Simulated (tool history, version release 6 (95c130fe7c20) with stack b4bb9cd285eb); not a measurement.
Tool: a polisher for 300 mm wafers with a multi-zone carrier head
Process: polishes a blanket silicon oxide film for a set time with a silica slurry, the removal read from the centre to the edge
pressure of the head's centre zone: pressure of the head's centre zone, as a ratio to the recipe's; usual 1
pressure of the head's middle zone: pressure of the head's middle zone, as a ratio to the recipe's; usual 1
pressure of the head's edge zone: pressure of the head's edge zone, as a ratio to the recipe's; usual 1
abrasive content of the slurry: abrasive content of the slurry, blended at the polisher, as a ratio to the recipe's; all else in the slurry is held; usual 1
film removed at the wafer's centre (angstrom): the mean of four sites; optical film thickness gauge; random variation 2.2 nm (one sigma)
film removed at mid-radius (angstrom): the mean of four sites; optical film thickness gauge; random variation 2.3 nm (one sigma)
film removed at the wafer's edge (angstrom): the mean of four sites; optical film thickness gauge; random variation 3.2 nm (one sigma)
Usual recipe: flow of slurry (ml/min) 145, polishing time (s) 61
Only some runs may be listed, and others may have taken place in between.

run    hour  flow of slurry (ml/min)  pressure of the head's centre zone  pressure of the head's middle zone  pressure of the head's edge zone  abrasive content of the slurry  polishing time (s)  wafers since the last listed run  wafers polished on this pad  hours since the slurry nozzle was cleaned  hours since the centre zone pressure was calibrated  hours since the edge zone pressure was calibrated  hours since the carrier head's membrane was replaced  incoming thickness of the incoming film, nm  film removed at the wafer's centre (angstrom)  film removed at mid-radius (angstrom)  film removed at the wafer's edge (angstrom)
  1       0                      145                                0.94                                   1                                 1                             0.8                  44                                 0                         1968                                      266.6                                                698.7                                                9.4                                                 565.9                                        894.2                                           1488                                   1406                                         1404
  2      57                      110                                   1                                   1                                 1                               1                  77                               492                         2461                                      323.6                                                755.7                                               66.4                                                 622.9                                        905.5                                           3108                                   2812                                         2870
        139  -- centre zone pressure recalibrated
  3   141.4                      120                                   1                                0.95                              0.89                             0.8                  61                               712                         3174                                        408                                                  2.4                                              150.8                                                 707.3                                        914.1                                           1860                                   1849                                         1841
      164.7  -- carrier head's membrane replaced by a new one
  4   248.7                      165                                   1                                 1.1                                 1                             0.9                  61                               884                         4059                                      515.3                                                109.7                                              258.1                                                    84                                        883.3                                           2214                                   2363                                         2176
  5   324.1                      145                                   1                                   1                              1.04                               1                  73                               652                         4711                                      590.7                                                185.1                                              333.5                                                 159.4                                        910.7                                           2812                                   2725                                         2892
  6   389.7                      145                                   1                                   1                                 1                               1                  61                               567                         5278                                      656.3                                                250.7                                              399.1                                                   225                                          893                                           2368                                   2339                                         2374
      391.6  -- slurry nozzle cleaned
      470.5  -- worn pad replaced by a new one
  7   488.3                      145                                   1                                   1                                 1                             1.2                  61                               809                          153                                       96.7                                                349.3                                              497.7                                                 323.6                                        900.9                                           2622                                   2659                                         2615
  8   529.2                      105                                   1                                1.09                                 1                             0.8                  76                               353                          507                                      137.6                                                390.2                                              538.6                                                 364.5                                        894.1                                           2319                                   2441                                         2336
      828.3  -- carrier head's membrane replaced by a new one
  9   828.8                      145                                   1                                   1                                 1                               1                  61                              2548                         3055                                      437.2                                                689.8                                              838.2                                                   0.5                                        900.1                                           2571                                   2341                                         2348
      831.5  -- edge zone pressure recalibrated
      888.1  -- centre zone pressure recalibrated
 10   910.4                      145                                   1                                   1                              1.07                               1                  61                               671                         3726                                      518.8                                                 22.3                                               78.9                                                  82.1                                        910.9                                           2379                                   2304                                         2418
 11   946.6                      145                                   1                                   1                                 1                               1                  61                               313                         4040                                        555                                                 58.5                                              115.1                                                 118.3                                        884.3                                           2419                                   2340                                         2356
 12  1029.3                      145                                0.91                                1.06                              0.89                               1                  71                               715                         4755                                      637.7                                                141.2                                              197.8                                                   201                                          888                                           2568                                   2860                                         2545
 13  1088.8                      145                                   1                                   1                                 1                               1                  61                               514                         5269                                      697.2                                                200.7                                              257.3                                                 260.5                                        898.2                                           2419                                   2335                                         2351
     1119.7  -- slurry nozzle cleaned
 14  1147.5                      145                                   1                                   1                              1.11                             1.1                  70                               499                         5768                                       27.8                                                259.4                                                316                                                 319.2                                        901.7                                           2958                                   2819                                         2967
 15  1194.7                      130                                 0.9                                1.04                                 1                               1                  71                               408                         6177                                         75                                                306.6                                              363.2                                                 366.4                                          902                                           2479                                   2745                                         2691
     1206.8  -- worn pad replaced by a new one
 16  1288.8                      145                                   1                                1.04                                 1                               1                  42                               779                          709                                      169.1                                                400.7                                              457.3                                                 460.5                                          892                                           1703                                   1666                                         1611
 17    1395                      145                                1.06                                   1                               0.9                               1                  61                               918                         1627                                      275.3                                                506.9                                              563.5                                                 566.7                                        899.4                                           2674                                   2311                                         2190
 18  1487.8                      145                                   1                                   1                               0.9                               1                  80                               802                         2430                                      368.1                                                599.7                                              656.3                                                 659.5                                          903                                           3354                                   3103                                         2920
     1494.8  -- carrier head's membrane replaced by a new one
 19    1549                      145                                1.07                                1.03                                 1                            1.15                  48                               486                         2916                                      429.3                                                660.9                                              717.5                                                  54.2                                          894                                           2370                                   2051                                         2046
 20  1622.9                      125                                   1                                   1                              0.94                             1.3                  61                               639                         3555                                      503.2                                                734.8                                              791.4                                                 128.1                                        906.5                                           2982                                   2584                                         2647
     1686.4  -- centre zone pressure recalibrated
     1690.8  -- edge zone pressure recalibrated
 21  1700.8                      100                                   1                                   1                                 1                               1                  80                               639                         4194                                      581.1                                                 14.4                                                 10                                                   206                                        891.2                                           2885                                   2807                                         2932
 22  1755.5                      145                                   1                                   1                                 1                               1                  61                               473                         4667                                      635.8                                                 69.1                                               64.7                                                 260.7                                        890.2                                           2364                                   2359                                         2357

Difference, measured minus no-hidden-state, one row per run. Run-to-run variation is common to both terms; the gauge's own scatter need not be:
Unlogged tool condition in this case: removal rate lost through wear of the pad, %; slurry flow missing at the pad, %; deviation of the centre zone's pressure from its setpoint, %; deviation of the edge zone's pressure from its setpoint, %.
run  film removed at the wafer's centre (angstrom)
  1                                           +148
  2                                           +349
  3                                            -42
  4                                            -44
  5                                            -43
  6                                            -22
  7                                             +7
  8                                            +20
  9                                           +177
 10                                            +22
 11                                            +24
 12                                            +34
 13                                            +42
 14                                            +67
 15                                            +69
 16                                            +68
 17                                           +154
 18                                           +254
 19                                           +210
 20                                           +316
 21                                            +12
 22                                            +13
film removed at mid-radius (angstrom): within 2 of the measured result in every run.
film removed at the wafer's edge (angstrom) difference: zero, run after run.
